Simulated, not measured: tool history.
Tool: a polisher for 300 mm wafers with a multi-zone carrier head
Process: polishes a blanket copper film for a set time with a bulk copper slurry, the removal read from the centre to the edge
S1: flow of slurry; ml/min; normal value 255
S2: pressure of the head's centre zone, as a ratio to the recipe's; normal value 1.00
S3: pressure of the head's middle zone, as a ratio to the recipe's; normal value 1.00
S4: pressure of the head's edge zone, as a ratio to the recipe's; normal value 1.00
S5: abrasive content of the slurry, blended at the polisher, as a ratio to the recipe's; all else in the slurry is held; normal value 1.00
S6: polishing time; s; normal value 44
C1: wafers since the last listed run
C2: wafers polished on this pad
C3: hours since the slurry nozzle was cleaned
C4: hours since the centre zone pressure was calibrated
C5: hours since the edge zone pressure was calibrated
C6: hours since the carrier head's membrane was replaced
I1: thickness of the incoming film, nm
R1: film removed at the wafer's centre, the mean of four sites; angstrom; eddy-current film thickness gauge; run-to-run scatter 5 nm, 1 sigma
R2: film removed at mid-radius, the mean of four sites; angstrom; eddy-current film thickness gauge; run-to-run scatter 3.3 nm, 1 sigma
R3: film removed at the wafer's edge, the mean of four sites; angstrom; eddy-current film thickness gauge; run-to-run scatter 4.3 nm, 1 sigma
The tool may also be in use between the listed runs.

run   hour   S1    S2    S3    S4    S5  S6   C1    C2     C3     C4      C5      C6      I1    R1    R2    R3
  1    0.0  255  1.00  1.00  1.00  1.00  44    0  1922  583.1  283.5  1199.8  1007.1  1877.9  3199  3266  3345
  2   52.4  255  1.00  1.00  1.00  1.00  53  564  2487  635.5  335.9  1252.2  1059.5  1879.2  3811  3919  3821
      69.0  -- worn pad replaced by a new one
  3   77.4  255  1.00  1.00  1.00  1.00  53  226    90  660.5  360.9  1277.2  1084.5  1863.9  3840  3900  3819
  4  109.4  255  1.00  1.00  1.00  1.00  53  344   435  692.5  392.9  1309.2  1116.5  1864.1  3790  3813  3822
  5  154.5  255  1.00  1.00  1.00  1.00  44  485   921  737.6  438.0  1354.3  1161.6  1866.1  3109  3103  3191
  6  223.3  305  1.00  1.00  1.00  1.00  44  741  1662  806.4  506.8  1423.1  1230.4  1875.8  3122  3154  3234
  7  261.5  305  1.00  1.00  1.00  1.00  44  411  2074  844.6  545.0  1461.3  1268.6  1892.4  3163  3093  3120
     282.1  -- edge zone pressure recalibrated
     288.2  -- slurry nozzle cleaned
     302.3  -- worn pad replaced by a new one
  8  333.4  300  1.00  1.00  1.00  0.90  44  699   334   45.2  616.9    51.3  1340.5  1910.2  3336  3383  3306
     339.2  -- centre zone pressure recalibrated
     341.2  -- carrier head's membrane replaced by a new one
  9  398.2  180  1.00  1.00  1.00  1.00  44  654   989  110.0   59.0   116.1    57.0  1901.6  3166  3241  3217
 10  447.1  255  1.00  1.00  1.00  1.00  53  526  1516  158.9  107.9   165.0   105.9  1888.2  4103  4112  4043
 11  475.6  180  1.00  1.00  1.00  1.00  44  307  1823  187.4  136.4   193.5   134.4  1888.1  3146  3217  3189
 12  518.3  255  1.00  0.91  1.00  1.15  44  460  2283  230.1  179.1   236.2   177.1  1923.0  3529  3222  3536
 13  570.4  300  1.00  1.00  1.00  0.90  44  561  2844  282.2  231.2   288.3   229.2  1907.9  3287  3330  3284
     581.1  -- worn pad replaced by a new one
 14  635.9  255  1.00  1.00  1.04  1.00  44  662   590  347.7  296.7   353.8   294.7  1893.0  3372  3355  3376
 15  701.7  255  1.00  1.00  1.05  1.00  44  709  1299  413.5  362.5   419.6   360.5  1854.1  3317  3296  3411
 16  755.6  255  1.00  1.00  1.00  1.00  55  580  1880  467.4  416.4   473.5   414.4  1928.9  4099  4246  4085
 17  795.6  255  0.96  0.90  1.00  1.00  44  431  2311  507.4  456.4   513.5   454.4  1905.9  3184  3033  3282
     824.1  -- worn pad replaced by a new one
 18  825.6  255  1.09  1.00  1.00  1.00  44  280    15  537.4  486.4   543.5   484.4  1877.2  3569  3308  3331
 19  895.6  255  1.00  0.93  1.00  1.00  44  754   770  607.4  556.4   613.5   554.4  1884.1  3337  3102  3264
 20  941.4  255  1.08  0.88  1.00  1.10  37  493  1263  653.2  602.2   659.3   600.2  1923.1  2913  2522  2827

Alternative continuations, all from the tool just after run 20; predict every row:
  A  941.8  255  1.00  1.00  1.00  1.00  44   4  1267  653.6  602.6  659.7  600.6  1893.7   ?   ?   ?
  B  941.8  295  1.08  0.91  1.00  1.00  44   4  1267  653.6  602.6  659.7  600.6  1893.7   ?   ?   ?
  C  941.8  255  1.00  1.00  1.00  1.20  32   4  1267  653.6  602.6  659.7  600.6  1893.7   ?   ?   ?
  D  941.8  290  1.00  1.00  1.04  1.00  54   4  1267  653.6  602.6  659.7  600.6  1893.7   ?   ?   ?
  E  941.8  220  1.00  1.00  0.90  1.00  44   4  1267  653.6  602.6  659.7  600.6  1893.7   ?   ?   ?

run    R1    R2    R3
  A  3246  3254  3248
  B  3600  3078  3309
  C  2468  2474  2469
  D  4079  4079  4127
  E  3143  3162  3027
Stripped of hidden state, with their random variation kept, the same runs would have yielded:
run    R1    R2    R3
  A  3427  3417  3368
  B  3770  3209  3415
  C  2606  2598  2561
  D  4276  4256  4261
  E  3351  3349  3157
